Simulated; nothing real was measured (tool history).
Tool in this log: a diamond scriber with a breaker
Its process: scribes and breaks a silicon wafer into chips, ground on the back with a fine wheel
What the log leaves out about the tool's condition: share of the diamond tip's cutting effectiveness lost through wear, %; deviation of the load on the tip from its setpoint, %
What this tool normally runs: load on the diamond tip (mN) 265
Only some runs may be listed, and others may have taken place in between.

run	hour	load on the diamond tip (mN)	wafers since the last listed run	hours since the diamond tip was replaced	hours since the load on the tip was calibrated	incoming depth of the damage left on the back of the incoming wafer, um	depth of the median crack under the scribed line (um)	chips rejected at inspection after the break (%)
1	0.0	283	0	97.5	881.8	2.57	8.13	2.56
2	17.7	265	73	115.2	899.5	1.53	8.03	1.02
3	35.4	265	73	132.9	917.2	1.95	7.93	1.64
4	53.5	265	75	151.0	935.3	2.76	7.85	3.20
5	82.5	265	120	180.0	964.3	2.01	7.86	1.65
6	99.3	265	70	196.8	981.1	2.47	7.91	2.72
7	132.1	265	136	229.6	1013.9	2.45	7.86	2.63
# hour 135.7: diamond tip replaced by a new one
8	162.4	265	118	26.7	1044.2	2.84	7.87	3.63
9	180.9	265	77	45.2	1062.7	1.78	7.86	1.42
10	210.9	265	125	75.2	1092.7	2.71	7.90	3.43
11	241.2	265	126	105.5	1123.0	1.82	7.73	1.52
12	267.7	265	110	132.0	1149.5	2.45	7.67	2.77
13	289.5	320	90	153.8	1171.3	2.77	8.58	2.95
14	309.8	320	84	174.1	1191.6	2.50	8.53	2.35
15	341.3	217	131	205.6	1223.1	2.45	7.03	4.98
16	365.0	265	98	229.3	1246.8	1.55	7.83	1.28
# hour 381.9: diamond tip replaced by a new one
17	389.5	324	93	7.6	1271.3	2.82	8.57	3.07
18	405.3	302	65	23.4	1287.1	1.63	8.20	0.94
19	419.4	237	58	37.5	1301.2	2.31	7.39	3.62
20	433.1	237	57	51.2	1314.9	1.53	7.30	2.29
# hour 444.4: load on the tip recalibrated
21	456.0	344	87	74.1	11.6	2.56	10.28	6.08
22	471.7	239	65	89.8	27.3	1.89	8.48	1.33
23	495.2	336	97	113.3	50.8	1.69	9.91	4.89
24	517.8	265	94	135.9	73.4	1.85	8.98	1.75
25	543.9	337	108	162.0	99.5	2.02	9.91	5.03
26	561.2	219	72	179.3	116.8	1.60	8.16	1.03
27	573.9	320	52	192.0	129.5	2.98	9.91	5.68
28	593.9	210	83	212.0	149.5	1.87	7.96	1.37
# hour 610.1: load on the tip recalibrated, repeated, since the last time left the tool worse
# hour 644.7: diamond tip replaced by a new one
29	645.2	236	197	0.5	35.1	2.66	7.67	3.46
30	674.1	335	120	29.4	64.0	1.56	9.39	2.17
31	708.7	343	144	64.0	98.6	1.94	9.28	2.65
32	720.9	300	50	76.2	110.8	2.44	8.74	2.22
33	738.4	222	72	93.7	128.3	1.58	7.42	1.70
34	757.8	265	80	113.1	147.7	1.69	7.96	0.99

Run 35, settings as shown, results not yet in. Your forecast:
35	775.1	313	72	130.4	165.0	2.55	?	?

depth of the median crack under the scribed line (um): 8.92
chips rejected at inspection after the break (%): 2.73
On a tool with no hidden condition, and with the same random variation, this run would have come out at depth of the median crack under the scribed line (um) 8.91, chips rejected at inspection after the break (%) 2.73.
